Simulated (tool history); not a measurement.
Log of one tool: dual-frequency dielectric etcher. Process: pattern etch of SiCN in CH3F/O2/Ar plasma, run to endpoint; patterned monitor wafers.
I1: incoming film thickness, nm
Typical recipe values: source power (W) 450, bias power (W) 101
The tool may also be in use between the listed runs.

run 1 hour=0 | source_power_(W)=520 bias_power_(W)=88 | I1=5.88 | endpoint_time_(s)=14
run 2 hour=30.7 | source_power_(W)=450 bias_power_(W)=101 | I1=5.96 | endpoint_time_(s)=14.2
run 3 hour=44 | source_power_(W)=450 bias_power_(W)=101 | I1=5.87 | endpoint_time_(s)=14.1
run 4 hour=73.5 | source_power_(W)=450 bias_power_(W)=101 | I1=5.91 | endpoint_time_(s)=14.2
run 5 hour=114 | source_power_(W)=450 bias_power_(W)=101 | I1=5.92 | endpoint_time_(s)=14.3
run 6 hour=133.7 | source_power_(W)=450 bias_power_(W)=101 | I1=5.81 | endpoint_time_(s)=14
run 7 hour=163.7 | source_power_(W)=450 bias_power_(W)=101 | I1=5.86 | endpoint_time_(s)=14.1
run 8 hour=178.6 | source_power_(W)=450 bias_power_(W)=101 | I1=5.89 | endpoint_time_(s)=14.3
run 9 hour=213.3 | source_power_(W)=450 bias_power_(W)=101 | I1=5.93 | endpoint_time_(s)=14.4
run 10 hour=247 | source_power_(W)=450 bias_power_(W)=111 | I1=5.91 | endpoint_time_(s)=13.3
run 11 hour=254.6 | source_power_(W)=450 bias_power_(W)=111 | I1=5.9 | endpoint_time_(s)=13.3
run 12 hour=322.4 | source_power_(W)=450 bias_power_(W)=111 | I1=5.89 | endpoint_time_(s)=13.4
run 13 hour=349 | source_power_(W)=540 bias_power_(W)=110 | I1=5.96 | endpoint_time_(s)=12.9
run 14 hour=409 | source_power_(W)=540 bias_power_(W)=110 | I1=5.9 | endpoint_time_(s)=12.7
run 15 hour=434.8 | source_power_(W)=400 bias_power_(W)=101 | I1=5.91 | endpoint_time_(s)=14.6
run 16 hour=461.7 | source_power_(W)=400 bias_power_(W)=101 | I1=5.89 | endpoint_time_(s)=14.5
run 17 hour=564.4 | source_power_(W)=500 bias_power_(W)=101 | I1=5.88 | endpoint_time_(s)=13.7
run 18 hour=598.5 | source_power_(W)=450 bias_power_(W)=101 | I1=5.85 | endpoint_time_(s)=14
run 19 hour=625.4 | source_power_(W)=520 bias_power_(W)=78 | I1=5.94 | endpoint_time_(s)=14.7
run 20 hour=647.6 | source_power_(W)=450 bias_power_(W)=101 | I1=5.9 | endpoint_time_(s)=14.3
run 21 hour=683.1 | source_power_(W)=450 bias_power_(W)=101 | I1=5.97 | endpoint_time_(s)=14.5
run 22 hour=713.7 | source_power_(W)=350 bias_power_(W)=82 | I1=5.89 | endpoint_time_(s)=16.2
run 23 hour=741.4 | source_power_(W)=450 bias_power_(W)=101 | I1=5.89 | endpoint_time_(s)=14.3
run 24 hour=781.2 | source_power_(W)=450 bias_power_(W)=112 | I1=5.93 | endpoint_time_(s)=13.1
run 25 hour=790.5 | source_power_(W)=340 bias_power_(W)=88 | I1=5.93 | endpoint_time_(s)=15.1
run 26 hour=816.9 | source_power_(W)=450 bias_power_(W)=101 | I1=5.95 | endpoint_time_(s)=13.7
run 27 hour=845.6 | source_power_(W)=340 bias_power_(W)=117 | I1=5.93 | endpoint_time_(s)=14.1
run 28 hour=874.3 | source_power_(W)=490 bias_power_(W)=101 | I1=5.89 | endpoint_time_(s)=13.3
run 29 hour=903.2 | source_power_(W)=450 bias_power_(W)=116 | I1=5.96 | endpoint_time_(s)=13.3
run 30 hour=918.8 | source_power_(W)=450 bias_power_(W)=101 | I1=5.86 | endpoint_time_(s)=13.5
run 31 hour=934.4 | source_power_(W)=550 bias_power_(W)=101 | I1=5.92 | endpoint_time_(s)=13.2
run 32 hour=952.2 | source_power_(W)=370 bias_power_(W)=101 | I1=5.91 | endpoint_time_(s)=14.6
run 33 hour=970.8 | source_power_(W)=450 bias_power_(W)=101 | I1=5.84 | endpoint_time_(s)=13.7
run 34 hour=992.2 | source_power_(W)=530 bias_power_(W)=78 | I1=5.88 | endpoint_time_(s)=14.1

Not shown here: 5 entries made in the log between runs. Locate each between two listed runs and compare the hidden state at the listed run before it with the hidden state at the listed run after it:
Runs 9 to 10: wet clean of the chamber (hour 246.5)
  etch rate over this chamber's usual, %: -5.81 -> -0.862
  measured less the result without the state, endpoint time (s): +0.9 -> +0.2
Runs 13 to 14: source power generator calibrated (hour 379.1)
  etch rate over this chamber's usual, %: -1.92 -> -2.54
  measured less the result without the state, endpoint time (s): +0.2 -> +0.3
Runs 21 to 22: bias power generator calibrated (hour 690.1)
  etch rate over this chamber's usual, %: -5.38 -> -5.7
  measured less the result without the state, endpoint time (s): +0.8 -> +0.9
Runs 22 to 23: upper electrode replaced (hour 740.9)
  etch rate over this chamber's usual, %: -5.7 -> -5.99
  measured less the result without the state, endpoint time (s): +0.9 -> +0.8
Runs 23 to 24: wet clean of the chamber (hour 780.7)
  etch rate over this chamber's usual, %: -5.99 -> -0.147
  measured less the result without the state, endpoint time (s): +0.8 -> +0
